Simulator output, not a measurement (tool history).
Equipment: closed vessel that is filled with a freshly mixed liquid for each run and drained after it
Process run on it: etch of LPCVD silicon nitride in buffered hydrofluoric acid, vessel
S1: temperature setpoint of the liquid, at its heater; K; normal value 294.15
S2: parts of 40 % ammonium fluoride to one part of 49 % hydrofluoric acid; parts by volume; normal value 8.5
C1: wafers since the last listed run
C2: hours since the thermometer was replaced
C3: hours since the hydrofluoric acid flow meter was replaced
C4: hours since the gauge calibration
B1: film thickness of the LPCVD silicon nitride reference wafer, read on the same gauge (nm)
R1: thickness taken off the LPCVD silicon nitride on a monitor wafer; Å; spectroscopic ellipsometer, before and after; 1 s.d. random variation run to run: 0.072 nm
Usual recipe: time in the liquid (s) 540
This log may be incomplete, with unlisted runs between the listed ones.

Run 1, hour 0.0: usual settings but S1 291.15 K; C1 0; C2 1611.9; C3 339.8; C4 817.0; B1 99.96. Result: R1 64.8 Å.
Run 2, hour 47.7: usual settings but time in the liquid (s) 300; C1 3355; C2 1659.6; C3 387.5; C4 864.7; B1 100.02. Result: R1 41.5 Å.
Run 3, hour 94.7: usual settings but time in the liquid (s) 300; C1 3305; C2 1706.6; C3 434.5; C4 911.7; B1 100.03. Result: R1 41.9 Å.
Run 4, hour 155.8: usual settings; C1 4297; C2 1767.7; C3 495.6; C4 972.8; B1 100.03. Result: R1 75.6 Å.
Run 5, hour 260.9: usual settings; C1 7392; C2 1872.8; C3 600.7; C4 1077.9; B1 100.00. Result: R1 75.5 Å.
Run 6, hour 490.7: usual settings; C1 16163; C2 2102.6; C3 830.5; C4 1307.7; B1 100.01. Result: R1 76.1 Å.
Run 7, hour 583.0: usual settings but S1 297.15 K; C1 6492; C2 2194.9; C3 922.8; C4 1400.0; B1 100.00. Result: R1 90.7 Å.
Run 8, hour 833.3: usual settings but S1 297.15 K; C1 17605; C2 2445.2; C3 1173.1; C4 1650.3; B1 100.01. Result: R1 90.2 Å.
At hour 848.4: thermometer replaced.
Run 9, hour 889.4: usual settings but S1 297.15 K; C1 3875; C2 41.0; C3 1229.2; C4 1706.4; B1 99.97. Result: R1 90.0 Å.
Run 10, hour 933.4: usual settings but time in the liquid (s) 300; C1 3094; C2 85.0; C3 1273.2; C4 1750.4; B1 99.99. Result: R1 41.3 Å.
Run 11, hour 977.7: usual settings but S1 295.65 K, S2 6.0 parts by volume, time in the liquid (s) 310; C1 3115; C2 129.3; C3 1317.5; C4 1794.7; B1 100.00. Result: R1 66.8 Å.
Run 12, hour 1039.8: usual settings but S2 11.0 parts by volume, time in the liquid (s) 255; C1 4367; C2 191.4; C3 1379.6; C4 1856.8; B1 99.98. Result: R1 28.8 Å.
Run 13, hour 1144.3: usual settings but S1 291.65 K, S2 7.0 parts by volume, time in the liquid (s) 330; C1 7350; C2 295.9; C3 1484.1; C4 1961.3; B1 99.99. Result: R1 49.8 Å.
Run 14, hour 1207.6: usual settings; C1 4452; C2 359.2; C3 1547.4; C4 2024.6; B1 100.03. Result: R1 76.4 Å.
At hour 1307.4: hydrofluoric acid flow meter replaced.
Run 15, hour 1315.3: usual settings but S1 292.65 K, S2 6.0 parts by volume, time in the liquid (s) 435; C1 7504; C2 466.9; C3 7.9; C4 2132.3; B1 99.97. Result: R1 78.8 Å.
Run 16, hour 1365.2: usual settings but time in the liquid (s) 300; C1 3509; C2 516.8; C3 57.8; C4 2182.2; B1 99.98. Result: R1 41.5 Å.
Run 17, hour 1443.6: usual settings; C1 5514; C2 595.2; C3 136.2; C4 2260.6; B1 99.99. Result: R1 76.1 Å.
At hour 1480.1: gauge calibrated.
Run 18, hour 1546.7: usual settings; C1 7251; C2 698.3; C3 239.3; C4 66.6; B1 100.00. Result: R1 75.1 Å.
Run 19, hour 1653.6: usual settings but S1 292.65 K, S2 9.5 parts by volume, time in the liquid (s) 290; C1 7519; C2 805.2; C3 346.2; C4 173.5; B1 100.01. Result: R1 34.2 Å.
Run 20, hour 1705.8: usual settings but S1 296.15 K, S2 10.5 parts by volume, time in the liquid (s) 790; C1 3671; C2 857.4; C3 398.4; C4 225.7; B1 100.01. Result: R1 104.5 Å.
Run 21, hour 1755.1: usual settings but S1 292.65 K; C1 3467; C2 906.7; C3 447.7; C4 275.0; B1 99.98. Result: R1 69.8 Å.
Run 22, hour 1801.3: usual settings; C1 3249; C2 952.9; C3 493.9; C4 321.2; B1 99.98. Result: R1 75.8 Å.
Run 23, hour 1883.1: usual settings but time in the liquid (s) 220; C1 5753; C2 1034.7; C3 575.7; C4 403.0; B1 100.01. Result: R1 31.1 Å.
Run 24, hour 2022.9: usual settings but S1 296.15 K, S2 7.0 parts by volume, time in the liquid (s) 325; C1 9833; C2 1174.5; C3 715.5; C4 542.8; B1 100.00. Result: R1 63.5 Å.
Run 25, hour 2112.3: usual settings but S2 6.5 parts by volume, time in the liquid (s) 705; C1 6288; C2 1263.9; C3 804.9; C4 632.2; B1 99.99. Result: R1 129.1 Å.
Run 26, hour 2203.2: usual settings; C1 6393; C2 1354.8; C3 895.8; C4 723.1; B1 100.01. Result: R1 76.6 Å.
Run 27, hour 2418.6: usual settings but S1 291.65 K, time in the liquid (s) 250; C1 15150; C2 1570.2; C3 1111.2; C4 938.5; B1 100.02. Result: R1 30.0 Å.
Run 28, hour 2483.8: usual settings but S1 298.65 K, time in the liquid (s) 695; C1 4585; C2 1635.4; C3 1176.4; C4 1003.7; B1 99.99. Result: R1 127.1 Å.
Run 29, hour 2521.9: usual settings but S2 6.0 parts by volume, time in the liquid (s) 255; C1 2679; C2 1673.5; C3 1214.5; C4 1041.8; B1 100.02. Result: R1 50.1 Å.
Run 30, hour 2587.5: usual settings; C1 4614; C2 1739.1; C3 1280.1; C4 1107.4; B1 100.01. Result: R1 75.9 Å.

Expected results for the next run?
Run 31, hour 2683.7: usual settings but S1 291.65 K; C1 6766; C2 1835.3; C3 1376.3; C4 1203.6; B1 ?. Result: R1 ?.

Run 31 gave B1 100.00, R1 66.5 Å.
Had the tool carried no hidden state, the very same run would have given R1 66.5 Å.
